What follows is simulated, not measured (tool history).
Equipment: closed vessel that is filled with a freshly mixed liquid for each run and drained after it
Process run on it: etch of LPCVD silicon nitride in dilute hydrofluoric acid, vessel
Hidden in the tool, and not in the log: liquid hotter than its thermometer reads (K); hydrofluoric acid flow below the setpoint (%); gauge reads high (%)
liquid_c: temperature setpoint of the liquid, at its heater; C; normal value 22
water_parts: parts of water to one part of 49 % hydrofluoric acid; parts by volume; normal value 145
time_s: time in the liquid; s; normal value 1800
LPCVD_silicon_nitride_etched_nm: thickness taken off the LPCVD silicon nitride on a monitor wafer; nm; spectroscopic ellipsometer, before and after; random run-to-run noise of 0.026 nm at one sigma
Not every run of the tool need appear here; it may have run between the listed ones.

| run | day | liquid_c | water_parts | time_s | wafers since the last listed run | hours since the thermometer was replaced | hours since the hydrofluoric acid flow meter was replaced | hours since the gauge calibration | read-back film thickness of the LPCVD silicon nitride reference wafer, read on the same gauge (nm) | LPCVD_silicon_nitride_etched_nm |
|---|---|---|---|---|---|---|---|---|---|---|
| 1 | 0 | 22 | 145 | 1800 | 0 | 951.6 | 1916.5 | 215.8 | 120.005 | 3.818 |
| 2 | 0.562 | 22 | 145 | 1800 | 559 | 965.1 | 1930 | 229.3 | 119.984 | 3.811 |
| 3 | 2.033 | 22 | 145 | 1800 | 1464 | 1000.4 | 1965.3 | 264.6 | 120.009 | 3.777 |
| 4 | 3.308 | 22 | 145 | 1800 | 1269 | 1031 | 1995.9 | 295.2 | 120.019 | 3.8 |
| 5 | 3.988 | 22 | 145 | 1800 | 676 | 1047.3 | 2012.2 | 311.5 | 120.007 | 3.818 |
| 6 | 4.558 | 22 | 145 | 1800 | 568 | 1061 | 2025.9 | 325.2 | 120.014 | 3.8 |
|  | 4.754 | gauge calibrated |
| 7 | 5.229 | 22 | 145 | 1800 | 667 | 1077.1 | 2042 | 11.4 | 119.996 | 3.778 |
| 8 | 6.688 | 22 | 145 | 1800 | 1451 | 1112.1 | 2077 | 46.4 | 119.983 | 3.815 |
| 9 | 7.608 | 19.5 | 80 | 1800 | 916 | 1134.2 | 2099.1 | 68.5 | 119.995 | 5.72 |
|  | 8.329 | hydrofluoric acid flow meter replaced |
| 10 | 8.471 | 22 | 170 | 885 | 817 | 1154.9 | 3.4 | 89.2 | 119.987 | 1.835 |
|  | 9.779 | thermometer replaced |
| 11 | 9.9 | 19.5 | 205 | 1265 | 1381 | 2.9 | 37.7 | 123.5 | 120.009 | 1.864 |

Estimate the outcome of run 12 from the log above:
| 12 | 10.917 | 25.5 | 145 | 1800 | 1011 | 27.3 | 62.1 | 147.9 | ? | ? |

{"run 12": {"read-back film thickness of the LPCVD silicon nitride reference wafer, read on the same gauge (nm)": 120.013, "LPCVD_silicon_nitride_etched_nm": 5.372}}
Take away the tool's hidden state, keep the run-to-run variation as it was, and the same run would have given LPCVD_silicon_nitride_etched_nm 5.5 nm.
